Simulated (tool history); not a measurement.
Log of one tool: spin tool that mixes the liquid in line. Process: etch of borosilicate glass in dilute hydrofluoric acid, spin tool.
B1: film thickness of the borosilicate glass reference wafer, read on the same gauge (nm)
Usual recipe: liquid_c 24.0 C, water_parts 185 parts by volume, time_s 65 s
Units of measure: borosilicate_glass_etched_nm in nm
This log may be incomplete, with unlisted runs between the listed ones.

{"run": 1, "day": 0.0, "liquid_c": 24.0, "water_parts": 215, "time_s": 55, "B1": 140.01, "borosilicate_glass_etched_nm": 9.19}
{"run": 2, "day": 0.717, "liquid_c": 24.0, "water_parts": 215, "time_s": 55, "B1": 140.0, "borosilicate_glass_etched_nm": 9.12}
{"run": 3, "day": 1.438, "liquid_c": 21.0, "water_parts": 185, "time_s": 65, "B1": 140.01, "borosilicate_glass_etched_nm": 11.53}
{"run": 4, "day": 2.062, "liquid_c": 24.0, "water_parts": 185, "time_s": 65, "B1": 139.99, "borosilicate_glass_etched_nm": 13.02}
{"run": 5, "day": 2.396, "liquid_c": 24.0, "water_parts": 185, "time_s": 65, "B1": 140.01, "borosilicate_glass_etched_nm": 12.99}
{"run": 6, "day": 3.821, "liquid_c": 24.0, "water_parts": 185, "time_s": 65, "B1": 140.0, "borosilicate_glass_etched_nm": 12.94}
{"run": 7, "day": 4.412, "liquid_c": 24.0, "water_parts": 185, "time_s": 65, "B1": 139.99, "borosilicate_glass_etched_nm": 13.0}
{"run": 8, "day": 5.058, "liquid_c": 24.0, "water_parts": 185, "time_s": 80, "B1": 139.99, "borosilicate_glass_etched_nm": 16.1}
{"run": 9, "day": 5.579, "liquid_c": 24.0, "water_parts": 185, "time_s": 80, "B1": 140.0, "borosilicate_glass_etched_nm": 15.94}
{"day": 5.804, "done": "gauge calibrated"}
{"run": 10, "day": 5.846, "liquid_c": 25.5, "water_parts": 185, "time_s": 65, "B1": 139.98, "borosilicate_glass_etched_nm": 13.74}
{"run": 11, "day": 6.512, "liquid_c": 25.5, "water_parts": 185, "time_s": 65, "B1": 139.97, "borosilicate_glass_etched_nm": 13.71}
{"run": 12, "day": 7.221, "liquid_c": 25.5, "water_parts": 185, "time_s": 65, "B1": 139.99, "borosilicate_glass_etched_nm": 13.77}
{"run": 13, "day": 7.554, "liquid_c": 25.5, "water_parts": 275, "time_s": 80, "B1": 140.0, "borosilicate_glass_etched_nm": 10.31}
{"day": 7.925, "done": "thermometer replaced"}
{"run": 14, "day": 8.25, "liquid_c": 21.0, "water_parts": 155, "time_s": 90, "B1": 140.01, "borosilicate_glass_etched_nm": 19.62}
{"run": 15, "day": 8.521, "liquid_c": 28.0, "water_parts": 100, "time_s": 65, "B1": 139.99, "borosilicate_glass_etched_nm": 30.98}
{"run": 16, "day": 8.917, "liquid_c": 24.0, "water_parts": 185, "time_s": 65, "B1": 139.99, "borosilicate_glass_etched_nm": 13.02}
{"run": 17, "day": 9.45, "liquid_c": 24.0, "water_parts": 185, "time_s": 65, "B1": 140.0, "borosilicate_glass_etched_nm": 12.98}
{"day": 9.892, "done": "hydrofluoric acid flow meter replaced"}
{"run": 18, "day": 10.038, "liquid_c": 24.0, "water_parts": 215, "time_s": 55, "B1": 140.0, "borosilicate_glass_etched_nm": 9.07}
{"run": 19, "day": 10.662, "liquid_c": 24.0, "water_parts": 230, "time_s": 100, "B1": 140.0, "borosilicate_glass_etched_nm": 15.18}
{"run": 20, "day": 11.4, "liquid_c": 28.5, "water_parts": 150, "time_s": 25, "B1": 140.0, "borosilicate_glass_etched_nm": 7.55}
{"run": 21, "day": 11.908, "liquid_c": 24.0, "water_parts": 185, "time_s": 100, "B1": 140.0, "borosilicate_glass_etched_nm": 20.02}
{"run": 22, "day": 12.2, "liquid_c": 22.5, "water_parts": 185, "time_s": 65, "B1": 140.02, "borosilicate_glass_etched_nm": 12.23}
{"day": 12.504, "done": "gauge calibrated"}
{"run": 23, "day": 12.912, "liquid_c": 26.0, "water_parts": 120, "time_s": 80, "B1": 139.98, "borosilicate_glass_etched_nm": 28.58}
{"run": 24, "day": 13.396, "liquid_c": 19.0, "water_parts": 185, "time_s": 65, "B1": 139.99, "borosilicate_glass_etched_nm": 10.76}
{"run": 25, "day": 14.042, "liquid_c": 19.0, "water_parts": 260, "time_s": 65, "B1": 140.02, "borosilicate_glass_etched_nm": 7.09}

For each run, what was the tool's unlogged condition?
liquid hotter than its thermometer reads (K): 0 in every run
hydrofluoric acid flow above the setpoint (%): 0 in every run
gauge reads high (%): 0 in every run
